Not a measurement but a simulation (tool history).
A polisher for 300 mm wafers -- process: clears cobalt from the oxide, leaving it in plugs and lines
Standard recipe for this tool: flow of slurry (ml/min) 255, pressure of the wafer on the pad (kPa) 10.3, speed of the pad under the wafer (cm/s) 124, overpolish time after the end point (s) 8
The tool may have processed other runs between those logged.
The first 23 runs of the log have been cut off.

| run | hour | flow of slurry (ml/min) | pressure of the wafer on the pad (kPa) | speed of the pad under the wafer (cm/s) | overpolish time after the end point (s) | wafers since the last listed run | wafers polished on this pad | hours since the slurry nozzle was cleaned | hours since the head pressure was calibrated | incoming thickness of the incoming film, nm | time until the end point was called (s) | dishing of a wide line in a test structure (Å) |
|---|---|---|---|---|---|---|---|---|---|---|---|---|
| 24 | 1221 | 315 | 10.3 | 100 | 8 | 399 | 2480 | 312.4 | 331 | 303.1 | 65.9 | 275 |
| 25 | 1268.5 | 335 | 8.3 | 124 | 8 | 324 | 2804 | 359.9 | 378.5 | 295.3 | 66.4 | 274 |
| 26 | 1333.5 | 195 | 8.3 | 106 | 6 | 444 | 3249 | 424.9 | 443.5 | 298.7 | 86.8 | 184 |
|  | 1390.1 | worn pad replaced by a new one |
| 27 | 1402.3 | 255 | 10.3 | 124 | 8 | 442 | 83 | 493.7 | 512.3 | 294.9 | 51.2 | 340 |
|  | 1446.1 | head pressure recalibrated |
|  | 1449.8 | slurry nozzle cleaned |
| 28 | 1502.2 | 185 | 7.6 | 124 | 11 | 662 | 745 | 52.4 | 56.1 | 299.3 | 79.1 | 305 |
| 29 | 1532.1 | 185 | 7.6 | 124 | 12 | 204 | 949 | 82.3 | 86 | 300.3 | 82.3 | 347 |
| 30 | 1586.4 | 255 | 10.3 | 124 | 8 | 371 | 1321 | 136.6 | 140.3 | 300.9 | 55.6 | 312 |
| 31 | 1625.3 | 290 | 10.3 | 146 | 11 | 265 | 1586 | 175.5 | 179.2 | 303.2 | 47.9 | 453 |
| 32 | 1667.2 | 255 | 13.1 | 124 | 9 | 286 | 1873 | 217.4 | 221.1 | 300.1 | 43.6 | 407 |
| 33 | 1712.9 | 255 | 10.3 | 124 | 8 | 312 | 2185 | 263.1 | 266.8 | 304.8 | 56.6 | 326 |

Predict each of these 5 candidate next runs independently; none follows another, all start after run 33:
| A | 1713.3 | 255 | 10.3 | 124 | 8 | 2 | 2188 | 263.5 | 267.2 | 301 | ? | ? |
| B | 1713.3 | 335 | 10.3 | 124 | 8 | 2 | 2188 | 263.5 | 267.2 | 301 | ? | ? |
| C | 1713.3 | 255 | 9 | 124 | 13 | 2 | 2188 | 263.5 | 267.2 | 301 | ? | ? |
| D | 1713.3 | 170 | 10.3 | 144 | 4 | 2 | 2188 | 263.5 | 267.2 | 301 | ? | ? |
| E | 1713.3 | 295 | 10.3 | 124 | 8 | 2 | 2188 | 263.5 | 267.2 | 301 | ? | ? |

| run | time until the end point was called (s) | dishing of a wide line in a test structure (Å) |
|---|---|---|
| A | 55.4 | 327 |
| B | 54.1 | 333 |
| C | 63.9 | 414 |
| D | 50 | 205 |
| E | 54.7 | 331 |
Without the tool's unlogged condition, the same runs would have read:
| run | time until the end point was called (s) | dishing of a wide line in a test structure (Å) |
|---|---|---|
| A | 58.4 | 315 |
| B | 57.1 | 321 |
| C | 67.4 | 400 |
| D | 52.8 | 196 |
| E | 57.7 | 318 |

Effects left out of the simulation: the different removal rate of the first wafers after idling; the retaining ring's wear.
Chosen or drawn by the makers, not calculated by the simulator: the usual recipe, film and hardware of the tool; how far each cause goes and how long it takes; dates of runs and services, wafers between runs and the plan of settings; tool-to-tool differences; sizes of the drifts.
